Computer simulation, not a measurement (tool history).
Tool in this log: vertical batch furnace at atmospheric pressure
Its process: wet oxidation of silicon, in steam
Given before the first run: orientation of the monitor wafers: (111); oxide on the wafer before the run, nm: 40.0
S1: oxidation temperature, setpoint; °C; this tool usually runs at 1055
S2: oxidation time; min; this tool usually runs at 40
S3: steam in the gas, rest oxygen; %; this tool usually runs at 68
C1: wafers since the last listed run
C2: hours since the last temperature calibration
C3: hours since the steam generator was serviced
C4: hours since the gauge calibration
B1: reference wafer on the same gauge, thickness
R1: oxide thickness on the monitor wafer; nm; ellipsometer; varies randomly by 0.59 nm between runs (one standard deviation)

run,hour,S1,S2,S3,C1,C2,C3,C4,B1,R1
1,0,1067,40,68,0,4238.3,2801.3,49.8,439.01,398.63
2,13.8,1067,40,68,220,4252.1,2815.1,63.6,438.96,398.07
3,29.1,1067,40,68,244,4267.4,2830.4,78.9,439.2,398.45
4,36.1,1068,32,68,111,4274.4,2837.4,85.9,438.92,352.57
5,48.4,1055,40,59,196,4286.7,2849.7,98.2,438.93,349.06
6,59.7,1055,55.5,68,180,4298,2861,109.5,438.93,453.43
7,72.1,1055,55.5,68,198,4310.4,2873.4,121.9,438.91,453.98
8,78.4,1038,40,68,100,4316.7,2879.7,128.2,438.66,349.09
9,91,1038,40,68,201,4329.3,2892.3,140.8,438.71,348.21
10,98.6,1055,24,68,121,4336.9,2899.9,148.4,439.14,282.66
11,106.9,1055,24,68,132,4345.2,2908.2,156.7,439.05,281.97
12,124.2,1055,24,68,276,4362.5,2925.5,174,438.98,282.22
13,138.7,1055,40,68,231,4377,2940,188.5,439.24,376.98
14,152,1055,40,68,212,4390.3,2953.3,201.8,439.05,378.03
15,169,1055,40,68,271,4407.3,2970.3,218.8,439.05,377.19
# hour 207.4: thermocouples replaced and temperature profile calibrated
16,207.9,1055,40,68,238,0.5,3009.2,257.7,438.9,376.29
17,222.2,1072,40,68,228,14.8,3023.5,272,439.07,405.29
18,235.3,1068,52.5,68,209,27.9,3036.6,285.1,439.05,463.75
19,248.9,1078,40,61,217,41.5,3050.2,298.7,439.31,390.36
20,255,1043,34,79,97,47.6,3056.3,304.8,439.2,353.19
# hour 260.5: gauge calibrated
21,272.3,1068,52.5,68,276,64.9,3073.6,11.8,438.75,463.63

Expected results for the next run?
22,282.8,1055,24,68,167,75.4,3084.1,22.3,?,?

Logged for run 22: B1 438.84, R1 281.63 nm.
The same run, on a tool lacking any hidden state, would have yielded R1 294.59 nm.
